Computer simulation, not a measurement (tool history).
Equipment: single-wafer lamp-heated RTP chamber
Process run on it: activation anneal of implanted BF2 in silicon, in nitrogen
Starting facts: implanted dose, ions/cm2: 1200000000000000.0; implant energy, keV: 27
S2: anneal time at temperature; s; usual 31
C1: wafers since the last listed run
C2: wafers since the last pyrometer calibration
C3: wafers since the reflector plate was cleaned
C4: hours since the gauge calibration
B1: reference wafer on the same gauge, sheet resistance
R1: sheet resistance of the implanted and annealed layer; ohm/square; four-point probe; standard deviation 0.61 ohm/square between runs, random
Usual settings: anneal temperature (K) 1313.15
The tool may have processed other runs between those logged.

Run 1, hour 0: usual settings but anneal temperature (K) 1332.15; C1 0; C2 2392; C3 3684; C4 244; B1 95.14. Result: R1 106.65 ohm/square.
Run 2, hour 49.9: usual settings but anneal temperature (K) 1332.15; C1 766; C2 3158; C3 4450; C4 293.9; B1 94.84. Result: R1 105.3 ohm/square.
At hour 115.9: reflector plate cleaned.
Run 3, hour 116.4: usual settings but anneal temperature (K) 1332.15; C1 898; C2 4056; C3 7; C4 360.4; B1 95.05. Result: R1 105.65 ohm/square.
Run 4, hour 177.7: usual settings; C1 941; C2 4998; C3 948; C4 421.7; B1 94.87. Result: R1 115.12 ohm/square.
Run 5, hour 234.9: usual settings; C1 878; C2 5876; C3 1826; C4 478.9; B1 94.93. Result: R1 114.42 ohm/square.
At hour 269.3: pyrometer window cleaned and pyrometer calibrated.
Run 6, hour 291.3: usual settings; C1 743; C2 337; C3 2570; C4 535.3; B1 95.03. Result: R1 114.89 ohm/square.
Run 7, hour 332.8: usual settings; C1 637; C2 975; C3 3207; C4 576.8; B1 95.15. Result: R1 114.4 ohm/square.
Run 8, hour 387.3: usual settings; C1 836; C2 1812; C3 4044; C4 631.3; B1 94.99. Result: R1 114.22 ohm/square.
Run 9, hour 427.2: usual settings but anneal temperature (K) 1300.15; C1 612; C2 2424; C3 4656; C4 671.2; B1 95.15. Result: R1 118.78 ohm/square.
Run 10, hour 478.1: usual settings but anneal temperature (K) 1300.15; C1 781; C2 3206; C3 5438; C4 722.1; B1 94.91. Result: R1 119.58 ohm/square.
At hour 487.1: reflector plate cleaned.
Run 11, hour 505.4: usual settings but S2 19 s; C1 296; C2 3502; C3 281; C4 749.4; B1 95.05. Result: R1 118.73 ohm/square.
Run 12, hour 539.5: usual settings; C1 523; C2 4026; C3 805; C4 783.5; B1 95.17. Result: R1 111.85 ohm/square.
At hour 577.3: gauge calibrated.
Run 13, hour 608.2: usual settings; C1 1054; C2 5081; C3 1860; C4 30.9; B1 95.14. Result: R1 111.26 ohm/square.
Run 14, hour 674.6: usual settings but anneal temperature (K) 1325.15, S2 43 s; C1 1019; C2 6101; C3 2879; C4 97.3; B1 94.86. Result: R1 100.92 ohm/square.
Run 15, hour 718.6: usual settings but S2 49 s; C1 675; C2 6776; C3 3555; C4 141.3; B1 95.05. Result: R1 104.05 ohm/square.
At hour 752.8: reflector plate cleaned, repeated, since the last time left the tool worse.
At hour 763.9: pyrometer window cleaned and pyrometer calibrated.
Run 16, hour 769.3: usual settings but anneal temperature (K) 1329.15, S2 37 s; C1 532; C2 82; C3 130; C4 192; B1 95.05. Result: R1 106.65 ohm/square.
Run 17, hour 808.3: usual settings; C1 598; C2 681; C3 729; C4 231; B1 94.79. Result: R1 114.96 ohm/square.
Run 18, hour 835.9: usual settings but anneal temperature (K) 1285.15, S2 14 s; C1 423; C2 1105; C3 1152; C4 258.6; B1 95.01. Result: R1 145.43 ohm/square.
Run 19, hour 877.4: usual settings but anneal temperature (K) 1294.15, S2 15 s; C1 637; C2 1742; C3 1790; C4 300.1; B1 95.05. Result: R1 138.14 ohm/square.
At hour 1055: reflector plate cleaned.
Run 20, hour 1055.5: usual settings but anneal temperature (K) 1302.15, S2 43 s; C1 2612; C2 4355; C3 7; C4 478.2; B1 94.91. Result: R1 114.93 ohm/square.
Run 21, hour 1074.5: usual settings; C1 291; C2 4646; C3 298; C4 497.2; B1 94.97. Result: R1 113.79 ohm/square.

What if the next run were any one of these 3? Each begins from the tool's condition after run 21:
Run A, hour 1074.9: usual settings but anneal temperature (K) 1298.15; C1 6; C2 4652; C3 305; C4 497.6; B1 ?. Result: R1 ?.
Run B, hour 1074.9: usual settings but anneal temperature (K) 1339.15, S2 39 s; C1 6; C2 4652; C3 305; C4 497.6; B1 ?. Result: R1 ?.
Run C, hour 1074.9: usual settings but anneal temperature (K) 1287.15, S2 46 s; C1 6; C2 4652; C3 305; C4 497.6; B1 ?. Result: R1 ?.

run  B1      R1
  A  95  123.78
  B  95  102.21
  C  95  125.05
Had the tool no hidden state, the same runs would have come out as:
run      R1
  A   123.8
  B  102.22
  C  125.07
